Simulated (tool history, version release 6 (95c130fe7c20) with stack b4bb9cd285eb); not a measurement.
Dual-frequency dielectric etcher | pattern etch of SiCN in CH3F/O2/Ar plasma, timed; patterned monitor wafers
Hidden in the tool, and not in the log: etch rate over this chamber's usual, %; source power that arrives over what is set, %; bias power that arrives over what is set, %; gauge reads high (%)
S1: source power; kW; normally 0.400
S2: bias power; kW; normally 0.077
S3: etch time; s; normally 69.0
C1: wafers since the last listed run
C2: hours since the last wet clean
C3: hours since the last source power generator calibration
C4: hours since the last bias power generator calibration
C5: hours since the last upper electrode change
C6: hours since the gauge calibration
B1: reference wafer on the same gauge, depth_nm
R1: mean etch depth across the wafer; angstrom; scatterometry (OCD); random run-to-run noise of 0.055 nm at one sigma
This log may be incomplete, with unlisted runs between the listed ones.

Run 1, hour 0.0: usual settings; C1 0; C2 52.4; C3 1657.7; C4 2686.8; C5 3649.9; C6 312.8; B1 26.20. Result: R1 272.3 angstrom.
Run 2, hour 31.4: usual settings; C1 249; C2 83.8; C3 1689.1; C4 2718.2; C5 3681.3; C6 344.2; B1 26.21. Result: R1 271.8 angstrom.
Run 3, hour 61.6: usual settings; C1 240; C2 114.0; C3 1719.3; C4 2748.4; C5 3711.5; C6 374.4; B1 26.19. Result: R1 271.7 angstrom.
Run 4, hour 83.4: usual settings but S3 80.0 s; C1 173; C2 135.8; C3 1741.1; C4 2770.2; C5 3733.3; C6 396.2; B1 26.20. Result: R1 315.2 angstrom.
At hour 84.2: gauge calibrated.
Run 5, hour 105.2: usual settings; C1 173; C2 157.6; C3 1762.9; C4 2792.0; C5 3755.1; C6 21.0; B1 26.20. Result: R1 272.3 angstrom.
Run 6, hour 118.7: usual settings; C1 107; C2 171.1; C3 1776.4; C4 2805.5; C5 3768.6; C6 34.5; B1 26.20. Result: R1 272.6 angstrom.
Run 7, hour 151.6: usual settings; C1 261; C2 204.0; C3 1809.3; C4 2838.4; C5 3801.5; C6 67.4; B1 26.21. Result: R1 270.9 angstrom.
Run 8, hour 178.3: usual settings but S2 0.081 kW; C1 212; C2 230.7; C3 1836.0; C4 2865.1; C5 3828.2; C6 94.1; B1 26.19. Result: R1 276.9 angstrom.
Run 9, hour 212.6: usual settings but S2 0.081 kW; C1 272; C2 265.0; C3 1870.3; C4 2899.4; C5 3862.5; C6 128.4; B1 26.19. Result: R1 276.1 angstrom.
Run 10, hour 227.9: usual settings but S2 0.065 kW; C1 121; C2 280.3; C3 1885.6; C4 2914.7; C5 3877.8; C6 143.7; B1 26.20. Result: R1 252.2 angstrom.
Run 11, hour 263.1: usual settings but S2 0.065 kW; C1 280; C2 315.5; C3 1920.8; C4 2949.9; C5 3913.0; C6 178.9; B1 26.20. Result: R1 252.6 angstrom.
Run 12, hour 293.1: usual settings but S2 0.065 kW; C1 238; C2 345.5; C3 1950.8; C4 2979.9; C5 3943.0; C6 208.9; B1 26.21. Result: R1 251.9 angstrom.
Run 13, hour 320.1: usual settings; C1 214; C2 372.5; C3 1977.8; C4 3006.9; C5 3970.0; C6 235.9; B1 26.21. Result: R1 269.8 angstrom.
At hour 366.4: wet clean of the chamber.
Run 14, hour 366.9: usual settings; C1 181; C2 0.5; C3 2024.6; C4 3053.7; C5 4016.8; C6 282.7; B1 26.21. Result: R1 275.9 angstrom.
Run 15, hour 367.3: usual settings; C1 3; C2 0.9; C3 2025.0; C4 3054.1; C5 4017.2; C6 283.1; B1 26.21. Result: R1 275.7 angstrom.
Run 16, hour 389.6: usual settings but S1 0.450 kW, S2 0.092 kW; C1 177; C2 23.2; C3 2047.3; C4 3076.4; C5 4039.5; C6 305.4; B1 26.21. Result: R1 317.4 angstrom.
At hour 421.8: upper electrode replaced.
Run 17, hour 422.3: usual settings; C1 69; C2 55.9; C3 2080.0; C4 3109.1; C5 0.5; C6 338.1; B1 26.20. Result: R1 275.1 angstrom.
At hour 443.8: source power generator calibrated.
Run 18, hour 444.3: usual settings but S1 0.430 kW, S2 0.084 kW, S3 89.0 s; C1 143; C2 77.9; C3 0.5; C4 3131.1; C5 22.5; C6 360.1; B1 26.19. Result: R1 373.0 angstrom.
Run 19, hour 461.2: usual settings; C1 134; C2 94.8; C3 17.4; C4 3148.0; C5 39.4; C6 377.0; B1 26.20. Result: R1 266.6 angstrom.
At hour 466.1: bias power generator calibrated.
At hour 473.5: gauge calibrated.
Run 20, hour 475.9: usual settings but S1 0.340 kW, S2 0.090 kW, S3 80.0 s; C1 85; C2 109.5; C3 32.1; C4 9.8; C5 54.1; C6 2.4; B1 26.20. Result: R1 299.1 angstrom.
Run 21, hour 496.6: usual settings but S1 0.430 kW, S2 0.059 kW, S3 50.5 s; C1 164; C2 130.2; C3 52.8; C4 30.5; C5 74.8; C6 23.1; B1 26.20. Result: R1 181.6 angstrom.
Run 22, hour 525.7: usual settings but S1 0.310 kW, S2 0.062 kW; C1 231; C2 159.3; C3 81.9; C4 59.6; C5 103.9; C6 52.2; B1 26.21. Result: R1 205.8 angstrom.
Run 23, hour 544.1: usual settings but S1 0.310 kW, S3 50.0 s; C1 146; C2 177.7; C3 100.3; C4 78.0; C5 122.3; C6 70.6; B1 26.20. Result: R1 163.7 angstrom.
Run 24, hour 572.8: usual settings but S1 0.340 kW, S2 0.069 kW, S3 84.0 s; C1 228; C2 206.4; C3 129.0; C4 106.7; C5 151.0; C6 99.3; B1 26.20. Result: R1 278.0 angstrom.
Run 25, hour 605.3: usual settings but S1 0.430 kW, S2 0.088 kW, S3 83.0 s; C1 258; C2 238.9; C3 161.5; C4 139.2; C5 183.5; C6 131.8; B1 26.19. Result: R1 351.2 angstrom.
Run 26, hour 626.8: usual settings but S3 76.5 s; C1 171; C2 260.4; C3 183.0; C4 160.7; C5 205.0; C6 153.3; B1 26.20. Result: R1 292.8 angstrom.
Run 27, hour 661.9: usual settings but S1 0.350 kW, S2 0.063 kW, S3 54.0 s; C1 279; C2 295.5; C3 218.1; C4 195.8; C5 240.1; C6 188.4; B1 26.21. Result: R1 175.0 angstrom.
Run 28, hour 683.9: usual settings; C1 175; C2 317.5; C3 240.1; C4 217.8; C5 262.1; C6 210.4; B1 26.21. Result: R1 263.5 angstrom.
Run 29, hour 711.5: usual settings but S1 0.370 kW, S2 0.064 kW, S3 49.0 s; C1 219; C2 345.1; C3 267.7; C4 245.4; C5 289.7; C6 238.0; B1 26.19. Result: R1 165.2 angstrom.
At hour 749.7: wet clean of the chamber.
Run 30, hour 750.2: usual settings; C1 116; C2 0.5; C3 306.4; C4 284.1; C5 328.4; C6 276.7; B1 26.21. Result: R1 268.0 angstrom.

Take each entry between the runs: how does the hidden state at the last listed run before it differ from the hidden state at the first listed run after it?
Runs 4 to 5: gauge calibrated (hour 84.2)
  etch rate over this chamber's usual, %: -0.426 -> -0.545; source power that arrives over what is set, %: 3.15 -> 3.25
  measured less the result without the state, R1: +4.5 -> +3.6 angstrom
Runs 13 to 14: wet clean of the chamber (hour 366.4)
  etch rate over this chamber's usual, %: -1.71 -> 0.264; source power that arrives over what is set, %: 4.21 -> 4.43
  measured less the result without the state, R1: +2.0 -> +7.7 angstrom
Runs 16 to 17: upper electrode replaced (hour 421.8)
  etch rate over this chamber's usual, %: 0.141 -> -0.0367; source power that arrives over what is set, %: 4.54 -> 4.7
  measured less the result without the state, R1: +8.6 -> +7.3 angstrom
Runs 17 to 18: source power generator calibrated (hour 443.8)
  etch rate over this chamber's usual, %: -0.0367 -> -0.156; source power that arrives over what is set, %: 4.7 -> -0.0181
  measured less the result without the state, R1: +7.3 -> -0.6 angstrom
Runs 19 to 20: bias power generator calibrated (hour 466.1); gauge calibrated (hour 473.5)
  etch rate over this chamber's usual, %: -0.248 -> -0.328; source power that arrives over what is set, %: -0.0178 -> -0.0169
  measured less the result without the state, R1: -0.6 -> -1.0 angstrom
Runs 29 to 30: wet clean of the chamber (hour 749.7)
  etch rate over this chamber's usual, %: -1.61 -> -0.365; source power that arrives over what is set, %: 0.0676 -> 0.0942
  measured less the result without the state, R1: -2.6 -> -0.9 angstrom
